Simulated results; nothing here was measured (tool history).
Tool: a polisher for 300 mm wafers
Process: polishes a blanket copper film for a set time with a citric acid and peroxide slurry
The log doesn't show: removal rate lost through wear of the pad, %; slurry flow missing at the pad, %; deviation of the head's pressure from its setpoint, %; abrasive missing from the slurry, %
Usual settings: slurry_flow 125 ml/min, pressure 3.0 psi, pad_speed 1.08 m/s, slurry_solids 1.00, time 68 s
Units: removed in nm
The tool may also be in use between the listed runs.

| run | hour | slurry_flow | pressure | pad_speed | slurry_solids | time | wafers since the last listed run | wafers polished on this pad | hours since the slurry nozzle was cleaned | hours since the head pressure was calibrated | hours since the slurry blender was calibrated | incoming thickness of the incoming film, nm | removed |
|---|---|---|---|---|---|---|---|---|---|---|---|---|---|
| 1 | 0.0 | 125 | 3.0 | 1.08 | 1.00 | 68 | 0 | 701 | 204.4 | 1030.5 | 298.4 | 655.9 | 136.6 |
| 2 | 7.2 | 125 | 3.0 | 1.08 | 1.00 | 55 | 85 | 786 | 211.6 | 1037.7 | 305.6 | 660.0 | 108.8 |
| 3 | 21.8 | 125 | 3.0 | 1.08 | 1.00 | 55 | 173 | 959 | 226.2 | 1052.3 | 320.2 | 663.7 | 106.8 |
| 4 | 32.1 | 125 | 3.0 | 1.08 | 1.00 | 68 | 122 | 1082 | 236.5 | 1062.6 | 330.5 | 664.1 | 132.5 |
|  | 38.1 | worn pad replaced by a new one |
| 5 | 45.4 | 125 | 3.0 | 1.08 | 1.00 | 68 | 110 | 86 | 249.8 | 1075.9 | 343.8 | 668.7 | 132.7 |
| 6 | 61.9 | 125 | 3.0 | 1.08 | 1.00 | 68 | 195 | 281 | 266.3 | 1092.4 | 360.3 | 656.7 | 123.5 |
|  | 73.5 | head pressure recalibrated |
| 7 | 74.6 | 125 | 3.0 | 1.08 | 1.00 | 68 | 127 | 408 | 279.0 | 1.1 | 373.0 | 651.1 | 128.2 |
| 8 | 84.0 | 90 | 3.0 | 1.08 | 0.80 | 68 | 111 | 520 | 288.4 | 10.5 | 382.4 | 669.1 | 99.1 |
|  | 87.7 | slurry blender recalibrated |
|  | 90.3 | slurry nozzle cleaned |
| 9 | 98.3 | 125 | 3.0 | 1.08 | 1.00 | 68 | 134 | 654 | 8.0 | 24.8 | 10.6 | 659.4 | 142.3 |
| 10 | 104.8 | 125 | 3.9 | 1.08 | 1.10 | 68 | 77 | 731 | 14.5 | 31.3 | 17.1 | 648.8 | 180.9 |
| 11 | 113.0 | 150 | 3.0 | 1.08 | 1.00 | 68 | 97 | 829 | 22.7 | 39.5 | 25.3 | 656.6 | 143.6 |
| 12 | 128.0 | 165 | 3.0 | 1.40 | 0.85 | 68 | 178 | 1007 | 37.7 | 54.5 | 40.3 | 658.5 | 174.5 |
|  | 138.4 | worn pad replaced by a new one |
| 13 | 143.1 | 125 | 3.7 | 1.08 | 1.25 | 90 | 131 | 56 | 52.8 | 69.6 | 55.4 | 656.6 | 235.8 |
| 14 | 159.6 | 125 | 3.0 | 1.08 | 1.00 | 68 | 195 | 252 | 69.3 | 86.1 | 71.9 | 667.0 | 145.3 |
| 15 | 171.6 | 90 | 3.0 | 1.22 | 1.00 | 68 | 142 | 394 | 81.3 | 98.1 | 83.9 | 668.9 | 139.9 |
| 16 | 179.1 | 125 | 3.0 | 1.08 | 1.00 | 68 | 89 | 483 | 88.8 | 105.6 | 91.4 | 656.6 | 140.6 |
| 17 | 190.6 | 125 | 3.0 | 1.08 | 1.00 | 68 | 136 | 620 | 100.3 | 117.1 | 102.9 | 667.6 | 138.6 |
| 18 | 208.0 | 125 | 3.0 | 1.08 | 1.00 | 68 | 206 | 826 | 117.7 | 134.5 | 120.3 | 670.7 | 140.5 |
| 19 | 217.0 | 125 | 3.0 | 1.08 | 1.00 | 68 | 106 | 933 | 126.7 | 143.5 | 129.3 | 660.0 | 137.7 |
| 20 | 226.8 | 125 | 3.3 | 1.08 | 1.00 | 68 | 116 | 1049 | 136.5 | 153.3 | 139.1 | 652.7 | 152.3 |
| 21 | 236.0 | 125 | 3.6 | 1.08 | 0.75 | 68 | 109 | 1158 | 145.7 | 162.5 | 148.3 | 656.4 | 145.7 |
| 22 | 248.9 | 125 | 3.0 | 1.08 | 1.00 | 48 | 153 | 1312 | 158.6 | 175.4 | 161.2 | 662.4 | 99.6 |
|  | 254.9 | worn pad replaced by a new one |
| 23 | 256.3 | 125 | 3.0 | 1.08 | 1.00 | 68 | 40 | 17 | 166.0 | 182.8 | 168.6 | 649.6 | 136.6 |
| 24 | 265.5 | 125 | 4.0 | 0.76 | 1.00 | 68 | 109 | 126 | 175.2 | 192.0 | 177.8 | 666.8 | 134.9 |
| 25 | 275.3 | 125 | 3.0 | 1.08 | 1.00 | 68 | 116 | 242 | 185.0 | 201.8 | 187.6 | 652.6 | 137.2 |
| 26 | 285.7 | 125 | 3.7 | 1.26 | 1.30 | 48 | 123 | 366 | 195.4 | 212.2 | 198.0 | 656.0 | 138.9 |
| 27 | 294.8 | 125 | 3.0 | 1.08 | 0.90 | 68 | 108 | 474 | 204.5 | 221.3 | 207.1 | 665.5 | 130.0 |
| 28 | 311.1 | 125 | 2.3 | 1.08 | 1.00 | 68 | 193 | 667 | 220.8 | 237.6 | 223.4 | 660.6 | 107.2 |
| 29 | 324.4 | 125 | 3.0 | 1.08 | 1.00 | 68 | 157 | 825 | 234.1 | 250.9 | 236.7 | 652.7 | 126.7 |

The tool's hidden state at each run:
removal rate lost through wear of the pad, %: 0 in every run
deviation of the head's pressure from its setpoint, %: 0 in every run
abrasive missing from the slurry, %: 0 in every run
H1: slurry flow missing at the pad, %
| run | H1 |
|---|---|
| 1 | 20.9 |
| 2 | 22.4 |
| 3 | 25.6 |
| 4 | 27.9 |
| 5 | 31.1 |
| 6 | 35.3 |
| 7 | 38.7 |
| 8 | 41.4 |
| 9 | 4.23 |
| 10 | 4.31 |
| 11 | 4.46 |
| 12 | 4.91 |
| 13 | 5.58 |
| 14 | 6.57 |
| 15 | 7.47 |
| 16 | 8.1 |
| 17 | 9.17 |
| 18 | 11 |
| 19 | 12.1 |
| 20 | 13.4 |
| 21 | 14.7 |
| 22 | 16.6 |
| 23 | 17.8 |
| 24 | 19.3 |
| 25 | 21.1 |
| 26 | 23 |
| 27 | 24.8 |
| 28 | 28.3 |
| 29 | 31.2 |
